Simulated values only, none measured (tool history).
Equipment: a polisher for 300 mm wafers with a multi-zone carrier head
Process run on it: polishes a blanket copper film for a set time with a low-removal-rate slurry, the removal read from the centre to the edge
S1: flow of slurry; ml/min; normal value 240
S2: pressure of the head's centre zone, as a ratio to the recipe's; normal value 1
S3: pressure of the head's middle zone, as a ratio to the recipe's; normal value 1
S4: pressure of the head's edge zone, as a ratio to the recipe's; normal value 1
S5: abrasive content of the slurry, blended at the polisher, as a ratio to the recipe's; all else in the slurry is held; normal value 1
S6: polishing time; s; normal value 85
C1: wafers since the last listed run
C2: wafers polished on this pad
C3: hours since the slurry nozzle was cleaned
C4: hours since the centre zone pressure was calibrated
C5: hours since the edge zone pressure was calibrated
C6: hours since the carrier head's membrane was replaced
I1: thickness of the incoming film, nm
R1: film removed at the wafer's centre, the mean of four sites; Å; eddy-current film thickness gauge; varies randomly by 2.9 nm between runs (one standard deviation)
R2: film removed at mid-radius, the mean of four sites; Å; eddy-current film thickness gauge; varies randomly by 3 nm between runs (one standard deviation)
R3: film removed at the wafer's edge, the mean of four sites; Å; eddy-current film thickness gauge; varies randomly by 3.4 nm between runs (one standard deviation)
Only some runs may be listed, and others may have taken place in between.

{"run": 1, "hour": 0.0, "S1": 240, "S2": 1, "S3": 1.11, "S4": 1, "S5": 1, "S6": 85, "C1": 0, "C2": 234, "C3": 31.9, "C4": 48.4, "C5": 130.4, "C6": 103.7, "I1": 861.7, "R1": 2710, "R2": 3072, "R3": 2810}
{"run": 2, "hour": 9.2, "S1": 240, "S2": 1, "S3": 1, "S4": 1, "S5": 1, "S6": 85, "C1": 108, "C2": 342, "C3": 41.1, "C4": 57.6, "C5": 139.6, "C6": 112.9, "I1": 880, "R1": 2722, "R2": 2769, "R3": 2790}
{"run": 3, "hour": 18.2, "S1": 280, "S2": 1.07, "S3": 0.97, "S4": 1.11, "S5": 1, "S6": 85, "C1": 105, "C2": 448, "C3": 50.1, "C4": 66.6, "C5": 148.6, "C6": 121.9, "I1": 872.5, "R1": 2971, "R2": 2791, "R3": 2937}
{"run": 4, "hour": 26.5, "S1": 240, "S2": 1, "S3": 1, "S4": 1, "S5": 1.2, "S6": 97, "C1": 97, "C2": 545, "C3": 58.4, "C4": 74.9, "C5": 156.9, "C6": 130.2, "I1": 873.4, "R1": 3258, "R2": 3322, "R3": 3258}
{"run": 5, "hour": 33.2, "S1": 240, "S2": 1, "S3": 0.94, "S4": 0.9, "S5": 1, "S6": 85, "C1": 78, "C2": 624, "C3": 65.1, "C4": 81.6, "C5": 163.6, "C6": 136.9, "I1": 876.6, "R1": 2666, "R2": 2676, "R3": 2630}
{"run": 6, "hour": 39.4, "S1": 240, "S2": 1, "S3": 1, "S4": 0.88, "S5": 1, "S6": 105, "C1": 72, "C2": 697, "C3": 71.3, "C4": 87.8, "C5": 169.8, "C6": 143.1, "I1": 883, "R1": 3279, "R2": 3372, "R3": 3222}
{"run": 7, "hour": 51.0, "S1": 240, "S2": 1.07, "S3": 1, "S4": 1, "S5": 0.9, "S6": 85, "C1": 136, "C2": 833, "C3": 82.9, "C4": 99.4, "C5": 181.4, "C6": 154.7, "I1": 879.1, "R1": 2783, "R2": 2685, "R3": 2683}
{"run": 8, "hour": 67.8, "S1": 240, "S2": 1, "S3": 1, "S4": 1, "S5": 1, "S6": 85, "C1": 197, "C2": 1031, "C3": 99.7, "C4": 116.2, "C5": 198.2, "C6": 171.5, "I1": 871.5, "R1": 2614, "R2": 2683, "R3": 2721}
{"run": 9, "hour": 76.3, "S1": 240, "S2": 1, "S3": 1, "S4": 1, "S5": 1, "S6": 85, "C1": 99, "C2": 1130, "C3": 108.2, "C4": 124.7, "C5": 206.7, "C6": 180, "I1": 859.9, "R1": 2594, "R2": 2707, "R3": 2637}
{"run": 10, "hour": 89.7, "S1": 240, "S2": 1, "S3": 1, "S4": 1.11, "S5": 1.2, "S6": 74, "C1": 157, "C2": 1288, "C3": 121.6, "C4": 138.1, "C5": 220.1, "C6": 193.4, "I1": 861.1, "R1": 2279, "R2": 2387, "R3": 2495}
{"hour": 99.8, "done": "worn pad replaced by a new one"}
{"run": 11, "hour": 104.7, "S1": 240, "S2": 1, "S3": 1, "S4": 1, "S5": 1, "S6": 85, "C1": 129, "C2": 57, "C3": 136.6, "C4": 153.1, "C5": 235.1, "C6": 208.4, "I1": 867.4, "R1": 2746, "R2": 2837, "R3": 2738}
{"run": 12, "hour": 119.5, "S1": 240, "S2": 1, "S3": 1, "S4": 1, "S5": 1, "S6": 85, "C1": 173, "C2": 231, "C3": 151.4, "C4": 167.9, "C5": 249.9, "C6": 223.2, "I1": 876, "R1": 2724, "R2": 2794, "R3": 2762}
{"run": 13, "hour": 127.8, "S1": 220, "S2": 1.05, "S3": 1.07, "S4": 0.94, "S5": 1, "S6": 85, "C1": 97, "C2": 328, "C3": 159.7, "C4": 176.2, "C5": 258.2, "C6": 231.5, "I1": 853.2, "R1": 2836, "R2": 2870, "R3": 2685}
{"run": 14, "hour": 141.9, "S1": 240, "S2": 1, "S3": 0.9, "S4": 1, "S5": 1, "S6": 85, "C1": 165, "C2": 494, "C3": 173.8, "C4": 190.3, "C5": 272.3, "C6": 245.6, "I1": 878.4, "R1": 2706, "R2": 2611, "R3": 2761}
{"run": 15, "hour": 174.0, "S1": 320, "S2": 1, "S3": 1, "S4": 1, "S5": 1, "S6": 85, "C1": 377, "C2": 871, "C3": 205.9, "C4": 222.4, "C5": 304.4, "C6": 277.7, "I1": 865.9, "R1": 2717, "R2": 2806, "R3": 2751}
{"run": 16, "hour": 189.6, "S1": 240, "S2": 1, "S3": 1, "S4": 1, "S5": 1, "S6": 85, "C1": 183, "C2": 1055, "C3": 221.5, "C4": 238, "C5": 320, "C6": 293.3, "I1": 870.2, "R1": 2566, "R2": 2650, "R3": 2675}
{"run": 17, "hour": 204.8, "S1": 240, "S2": 1, "S3": 1.08, "S4": 1, "S5": 1, "S6": 85, "C1": 178, "C2": 1233, "C3": 236.7, "C4": 253.2, "C5": 335.2, "C6": 308.5, "I1": 868.5, "R1": 2521, "R2": 2747, "R3": 2531}
{"run": 18, "hour": 217.4, "S1": 240, "S2": 1, "S3": 1, "S4": 1.08, "S5": 1, "S6": 70, "C1": 148, "C2": 1381, "C3": 249.3, "C4": 265.8, "C5": 347.8, "C6": 321.1, "I1": 861.3, "R1": 2086, "R2": 2161, "R3": 2152}
{"hour": 225.7, "done": "worn pad replaced by a new one"}
{"hour": 232.2, "done": "slurry nozzle cleaned"}
{"run": 19, "hour": 233.3, "S1": 240, "S2": 1, "S3": 1, "S4": 1, "S5": 1, "S6": 85, "C1": 128, "C2": 77, "C3": 1.1, "C4": 281.7, "C5": 363.7, "C6": 337, "I1": 865.1, "R1": 2715, "R2": 2838, "R3": 2782}
{"run": 20, "hour": 242.9, "S1": 240, "S2": 1, "S3": 1, "S4": 1, "S5": 1, "S6": 106, "C1": 112, "C2": 190, "C3": 10.7, "C4": 291.3, "C5": 373.3, "C6": 346.6, "I1": 853.8, "R1": 3379, "R2": 3520, "R3": 3392}
{"run": 21, "hour": 260.3, "S1": 240, "S2": 0.95, "S3": 1, "S4": 1, "S5": 1, "S6": 85, "C1": 204, "C2": 394, "C3": 28.1, "C4": 308.7, "C5": 390.7, "C6": 364, "I1": 861.8, "R1": 2582, "R2": 2799, "R3": 2759}
{"run": 22, "hour": 277.3, "S1": 240, "S2": 1, "S3": 1, "S4": 1, "S5": 1, "S6": 85, "C1": 199, "C2": 594, "C3": 45.1, "C4": 325.7, "C5": 407.7, "C6": 381, "I1": 875.9, "R1": 2669, "R2": 2776, "R3": 2775}

Forecast each of these 4 alternatives for the next run:
{"run": "A", "hour": 277.7, "S1": 240, "S2": 1.07, "S3": 1, "S4": 1, "S5": 1, "S6": 85, "C1": 4, "C2": 599, "C3": 45.5, "C4": 326.1, "C5": 408.1, "C6": 381.4, "I1": 866.9, "R1": "?", "R2": "?", "R3": "?"}
{"run": "B", "hour": 277.7, "S1": 205, "S2": 0.95, "S3": 0.92, "S4": 1, "S5": 1.25, "S6": 85, "C1": 4, "C2": 599, "C3": 45.5, "C4": 326.1, "C5": 408.1, "C6": 381.4, "I1": 866.9, "R1": "?", "R2": "?", "R3": "?"}
{"run": "C", "hour": 277.7, "S1": 240, "S2": 1.07, "S3": 1, "S4": 1, "S5": 1, "S6": 69, "C1": 4, "C2": 599, "C3": 45.5, "C4": 326.1, "C5": 408.1, "C6": 381.4, "I1": 866.9, "R1": "?", "R2": "?", "R3": "?"}
{"run": "D", "hour": 277.7, "S1": 240, "S2": 1, "S3": 0.96, "S4": 1, "S5": 1, "S6": 85, "C1": 4, "C2": 599, "C3": 45.5, "C4": 326.1, "C5": 408.1, "C6": 381.4, "I1": 866.9, "R1": "?", "R2": "?", "R3": "?"}

run=A R1=2834 R2=2774 R3=2715
run=B R1=2570 R2=2695 R3=2800
run=C R1=2301 R2=2252 R3=2204
run=D R1=2647 R2=2702 R3=2716
Take away the tool's hidden state, keep each run's random variation, and the runs would have read:
run=A R1=2899 R2=2837 R3=2777
run=B R1=2629 R2=2756 R3=2864
run=C R1=2353 R2=2303 R3=2254
run=D R1=2707 R2=2763 R3=2778
